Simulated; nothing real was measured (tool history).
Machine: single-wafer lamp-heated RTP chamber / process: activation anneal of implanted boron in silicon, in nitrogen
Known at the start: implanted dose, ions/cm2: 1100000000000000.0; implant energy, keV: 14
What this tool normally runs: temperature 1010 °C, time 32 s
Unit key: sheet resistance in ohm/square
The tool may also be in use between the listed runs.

| run | hour | temperature | time | read-back reference wafer on the same gauge, sheet resistance | sheet resistance |
|---|---|---|---|---|---|
| 1 | 0 | 1010 | 32 | 105.86 | 122.66 |
| 2 | 149.8 | 1010 | 32 | 105.97 | 124.46 |
| 3 | 190.2 | 1010 | 41 | 105.82 | 124.1 |
| 4 | 223.8 | 1010 | 41 | 106.03 | 123.91 |
| 5 | 258.1 | 1010 | 41 | 106.11 | 123.3 |
| 6 | 294.6 | 1010 | 32 | 105.86 | 123.5 |
| 7 | 358.4 | 1010 | 32 | 105.97 | 123.74 |
| 8 | 392.9 | 1010 | 32 | 106.05 | 124.26 |
| 9 | 451.7 | 1010 | 32 | 105.95 | 123.28 |
| 10 | 497.5 | 1010 | 32 | 106.1 | 122.74 |
| 11 | 538.6 | 997 | 32 | 105.89 | 126.36 |
| 12 | 604.9 | 1010 | 32 | 106.02 | 123.38 |
| 13 | 637.9 | 1010 | 32 | 106.05 | 123.2 |
| 14 | 671.6 | 1010 | 32 | 106.01 | 124.14 |
| 15 | 703.8 | 1010 | 32 | 105.96 | 123.71 |
| 16 | 746.8 | 1010 | 32 | 106.02 | 123.45 |
| 17 | 786.1 | 1010 | 32 | 106.23 | 124.23 |
| 18 | 821.2 | 1010 | 32 | 106.03 | 124.32 |
| 19 | 863 | 1033 | 26 | 105.91 | 120.15 |
| 20 | 902.3 | 1039 | 26 | 105.85 | 120.24 |
| 21 | 926.9 | 1010 | 32 | 106 | 123.97 |
| 22 | 965.8 | 1002 | 50 | 105.9 | 123.89 |
| 23 | 1004.2 | 993 | 40 | 106.01 | 127.06 |
| 24 | 1059.6 | 1037 | 32 | 106.12 | 119.34 |
| 25 | 1095.3 | 1002 | 26 | 106.04 | 125.46 |
| 26 | 1156 | 1010 | 32 | 106.14 | 122.92 |
| 27 | 1214.9 | 998 | 15 | 106.03 | 129.14 |
| 28 | 1238.7 | 1010 | 32 | 105.87 | 123.09 |
| 29 | 1266 | 1010 | 32 | 106.14 | 123.02 |
| 30 | 1333.8 | 996 | 32 | 106.05 | 128.1 |
| 31 | 1400.8 | 1010 | 32 | 105.87 | 123.14 |
| 32 | 1438.4 | 1027 | 49 | 106.01 | 120.15 |
| 33 | 1473.5 | 1024 | 32 | 105.98 | 121.17 |
| 34 | 1531.9 | 989 | 45 | 105.93 | 127.61 |
| 35 | 1594.3 | 1026 | 19 | 106.03 | 123.2 |
| 36 | 1649.3 | 1002 | 26 | 106.23 | 126.05 |
| 37 | 1690.6 | 1010 | 24 | 106.12 | 124.5 |
| 38 | 1724.9 | 1034 | 45 | 105.95 | 118.41 |

Removed from this log: 6 entries logged between the listed runs. Between which two listed runs does each belong, and how does the tool's hidden state at the listed run before it compare with that at the listed run after it?
Between runs 1 and 2: pyrometer window cleaned and pyrometer calibrated (hour 63.4); reflector plate cleaned (hour 123.5)
  wafer temperature error from the tarnished reflector plate, K: 8.5 -> 1.38
  measured minus no-state result, sheet resistance: -1.68 -> -0.3 ohm/square
Between runs 15 and 16: reflector plate cleaned (hour 725.1)
  wafer temperature error from the tarnished reflector plate, K: 8.27 -> 1.23
  measured minus no-state result, sheet resistance: -1.65 -> -0.26 ohm/square
Between runs 18 and 19: gauge calibrated (hour 822.5)
  wafer temperature error from the tarnished reflector plate, K: 3.49 -> 4.45
  measured minus no-state result, sheet resistance: -0.73 -> -0.62 ohm/square
Between runs 26 and 27: pyrometer window cleaned and pyrometer calibrated (hour 1214.4)
  wafer temperature error from the tarnished reflector plate, K: 7.74 -> 8
  measured minus no-state result, sheet resistance: -1.55 -> -3.06 ohm/square
Between runs 29 and 30: reflector plate cleaned (hour 1319.3)
  wafer temperature error from the tarnished reflector plate, K: 8.18 -> 1.54
  measured minus no-state result, sheet resistance: -1.63 -> -0.53 ohm/square
